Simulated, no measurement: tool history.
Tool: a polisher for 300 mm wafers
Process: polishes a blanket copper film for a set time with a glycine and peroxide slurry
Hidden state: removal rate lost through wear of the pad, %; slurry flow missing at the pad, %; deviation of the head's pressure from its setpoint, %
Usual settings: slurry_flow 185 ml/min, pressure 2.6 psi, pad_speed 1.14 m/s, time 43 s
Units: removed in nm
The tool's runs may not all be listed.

| run | day | slurry_flow | pressure | pad_speed | time | wafers since the last listed run | wafers polished on this pad | hours since the slurry nozzle was cleaned | hours since the head pressure was calibrated | incoming thickness of the incoming film, nm | removed |
|---|---|---|---|---|---|---|---|---|---|---|---|
| 1 | 0.000 | 185 | 2.6 | 1.14 | 43 | 0 | 618 | 463.2 | 887.9 | 1086.6 | 242.0 |
|  | 1.358 | worn pad replaced by a new one |
|  | 2.092 | slurry nozzle cleaned |
| 2 | 2.408 | 185 | 2.6 | 1.14 | 43 | 430 | 197 | 7.6 | 945.7 | 1069.0 | 247.0 |
| 3 | 4.050 | 185 | 2.6 | 1.14 | 43 | 321 | 519 | 47.0 | 985.1 | 1054.4 | 236.1 |
|  | 6.329 | worn pad replaced by a new one |
| 4 | 7.042 | 185 | 2.6 | 1.14 | 43 | 553 | 139 | 118.8 | 1056.9 | 1067.0 | 252.6 |
| 5 | 8.775 | 185 | 2.6 | 1.14 | 43 | 339 | 479 | 160.4 | 1098.5 | 1062.7 | 231.5 |
| 6 | 10.496 | 185 | 2.9 | 1.14 | 43 | 337 | 816 | 201.7 | 1139.8 | 1080.1 | 241.9 |
|  | 11.012 | worn pad replaced by a new one |
| 7 | 11.925 | 185 | 2.6 | 1.14 | 43 | 247 | 178 | 236.0 | 1174.1 | 1059.5 | 242.1 |
|  | 14.117 | head pressure recalibrated |
| 8 | 14.558 | 155 | 1.9 | 1.14 | 43 | 499 | 678 | 299.2 | 10.6 | 1078.6 | 195.7 |
| 9 | 15.892 | 185 | 2.6 | 1.14 | 43 | 261 | 939 | 331.2 | 42.6 | 1066.0 | 231.6 |
|  | 16.788 | worn pad replaced by a new one |
| 10 | 18.779 | 185 | 1.9 | 1.02 | 43 | 532 | 390 | 400.5 | 111.9 | 1071.6 | 185.7 |
| 11 | 20.333 | 125 | 2.0 | 0.90 | 47 | 304 | 694 | 437.8 | 149.2 | 1065.0 | 170.6 |
|  | 20.883 | slurry nozzle cleaned |
|  | 21.425 | worn pad replaced by a new one |
| 12 | 23.133 | 185 | 2.6 | 1.14 | 43 | 507 | 334 | 54.0 | 216.4 | 1095.3 | 241.3 |
| 13 | 24.904 | 185 | 2.6 | 1.14 | 43 | 346 | 681 | 96.5 | 258.9 | 1063.5 | 232.8 |
| 14 | 26.308 | 215 | 2.1 | 1.02 | 43 | 274 | 956 | 130.2 | 292.6 | 1069.8 | 193.5 |

Hidden state at the last listed run before each entry between runs and at the first one after, where it differs:
Between runs 1 and 2: worn pad replaced by a new one (day 1.358); slurry nozzle cleaned (day 2.092)
  removal rate lost through wear of the pad, %: 10.6 -> 6.85
  measured less the result without the state, removed: -28.7 -> -18.1 nm
Between runs 3 and 4: worn pad replaced by a new one (day 6.329)
  removal rate lost through wear of the pad, %: 11.1 -> 5.3
  measured less the result without the state, removed: -29.4 -> -14.1 nm
Between runs 6 and 7: worn pad replaced by a new one (day 11.012)
  removal rate lost through wear of the pad, %: 12.5 -> 6.42
  measured less the result without the state, removed: -34.7 -> -16.6 nm
Between runs 7 and 8: head pressure recalibrated (day 14.117)
  removal rate lost through wear of the pad, %: 6.42 -> 12.2
  measured less the result without the state, removed: -16.6 -> -27.4 nm
Between runs 9 and 10: worn pad replaced by a new one (day 16.788)
  removal rate lost through wear of the pad, %: 13.1 -> 9.01
  measured less the result without the state, removed: -35.0 -> -18.4 nm
Between runs 11 and 12: slurry nozzle cleaned (day 20.883); worn pad replaced by a new one (day 21.425)
  removal rate lost through wear of the pad, %: 11.4 -> 9.5
  measured less the result without the state, removed: -22.0 -> -25.3 nm
